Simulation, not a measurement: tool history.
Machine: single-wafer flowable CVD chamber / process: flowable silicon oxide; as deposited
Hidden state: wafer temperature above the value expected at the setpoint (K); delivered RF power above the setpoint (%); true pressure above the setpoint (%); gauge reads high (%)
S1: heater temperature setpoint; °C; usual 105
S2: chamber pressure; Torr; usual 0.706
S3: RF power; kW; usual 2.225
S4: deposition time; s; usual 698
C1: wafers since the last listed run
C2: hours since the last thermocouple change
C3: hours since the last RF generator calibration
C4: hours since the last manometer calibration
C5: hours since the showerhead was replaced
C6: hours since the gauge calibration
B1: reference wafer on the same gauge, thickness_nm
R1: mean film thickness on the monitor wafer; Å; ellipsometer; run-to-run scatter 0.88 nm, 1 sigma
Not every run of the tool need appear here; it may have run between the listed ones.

run   hour   S1     S2     S3   S4   C1      C2      C3      C4      C5     C6       B1       R1
  1    0.0  105  0.706  2.050  698    0  1885.0  1349.8  2248.6  4550.7  170.7  266.003  3174.35
  2   20.3  105  0.706  2.050  698   74  1905.3  1370.1  2268.9  4571.0  191.0  265.905  3157.79
  3   53.9  105  0.706  2.225  698  122  1938.9  1403.7  2302.5  4604.6  224.6  265.797  3202.99
  4   77.5  105  0.706  2.225  698   86  1962.5  1427.3  2326.1  4628.2  248.2  266.252  3210.78
  5   98.3  105  0.706  2.225  698   75  1983.3  1448.1  2346.9  4649.0  269.0  266.037  3199.92
     110.0  -- showerhead replaced
  6  116.8  105  0.706  2.225  698   38  2001.8  1466.6  2365.4     6.8  287.5  265.766  3199.96
  7  138.4  105  0.706  2.225  698   78  2023.4  1488.2  2387.0    28.4  309.1  266.305  3199.66
     153.5  -- capacitance manometer re-zeroed and calibrated
  8  216.8  105  0.706  2.225  698  256  2101.8  1566.6    63.3   106.8  387.5  266.075  3226.03
  9  233.5  105  0.706  2.225  593   60  2118.5  1583.3    80.0   123.5  404.2  266.345  2719.34
 10  259.5  105  0.706  2.225  698   94  2144.5  1609.3   106.0   149.5  430.2  266.038  3213.04
 11  281.6  105  0.706  2.225  698   80  2166.6  1631.4   128.1   171.6  452.3  265.771  3210.01
 12  295.3  105  0.706  2.045  698   49  2180.3  1645.1   141.8   185.3  466.0  266.130  3173.55
 13  314.2  105  0.553  2.225  598   68  2199.2  1664.0   160.7   204.2  484.9  266.264  2161.98
 14  327.7  105  0.706  2.225  698   49  2212.7  1677.5   174.2   217.7  498.4  265.915  3202.49
 15  351.0  105  0.706  1.905  698   84  2236.0  1700.8   197.5   241.0  521.7  265.922  3136.18
     373.2  -- gauge calibrated
 16  374.4  105  0.850  1.930  698   85  2259.4  1724.2   220.9   264.4    1.2  266.167  3768.88
 17  389.9  115  0.582  2.580  698   56  2274.9  1739.7   236.4   279.9   16.7  266.048  2032.91
 18  425.6  105  0.706  2.225  698  130  2310.6  1775.4   272.1   315.6   52.4  266.008  3208.90
     437.2  -- RF generator calibrated
 19  446.9  105  0.706  2.225  698   48  2331.9     9.7   293.4   336.9   73.7  265.835  3205.46
 20  481.2  109  0.706  2.605  698  125  2366.2    44.0   327.7   371.2  108.0  265.974  2918.31
     525.8  -- thermocouple changed; heater temperature recalibrated
 21  579.9   91  0.706  1.900  698  330    54.1   142.7   426.4   469.9  206.7  266.104  4743.48
 22  596.9  105  0.706  2.050  698   61    71.1   159.7   443.4   486.9  223.7  265.919  3174.25
 23  612.9   91  0.770  2.225  698   58    87.1   175.7   459.4   502.9  239.7  266.133  5247.19
 24  643.0  105  0.706  2.225  698  109   117.2   205.8   489.5   533.0  269.8  265.876  3199.13
 25  670.5  105  0.706  2.225  698  100   144.7   233.3   517.0   560.5  297.3  265.976  3206.15
 26  706.2  101  0.880  2.225  698  130   180.4   269.0   552.7   596.2  333.0  265.825  4491.64
 27  724.0  118  0.706  2.640  698   64   198.2   286.8   570.5   614.0  350.8  266.220  2282.21

Below are 5 alternative next runs, each starting from the tool's condition after run 27. Predict each:
  A  724.6   97  0.706  2.225  698   2  198.8  287.4  571.1  614.6  351.4   ?   ?
  B  724.6  119  0.591  2.225  589   2  198.8  287.4  571.1  614.6  351.4   ?   ?
  C  724.6  109  0.605  2.225  806   2  198.8  287.4  571.1  614.6  351.4   ?   ?
  D  724.6   93  0.622  2.365  767   2  198.8  287.4  571.1  614.6  351.4   ?   ?
  E  724.6  100  0.832  2.225  745   2  198.8  287.4  571.1  614.6  351.4   ?   ?

run       B1       R1
  A  265.984  4047.34
  B  265.984  1534.43
  C  265.984  2828.14
  D  265.984  4443.06
  E  265.984  4664.80
The same runs, with their run-to-run variation unchanged, on a tool lacking any hidden condition would have given:
run       R1
  A  4047.34
  B  1534.43
  C  2828.14
  D  4443.06
  E  4664.80
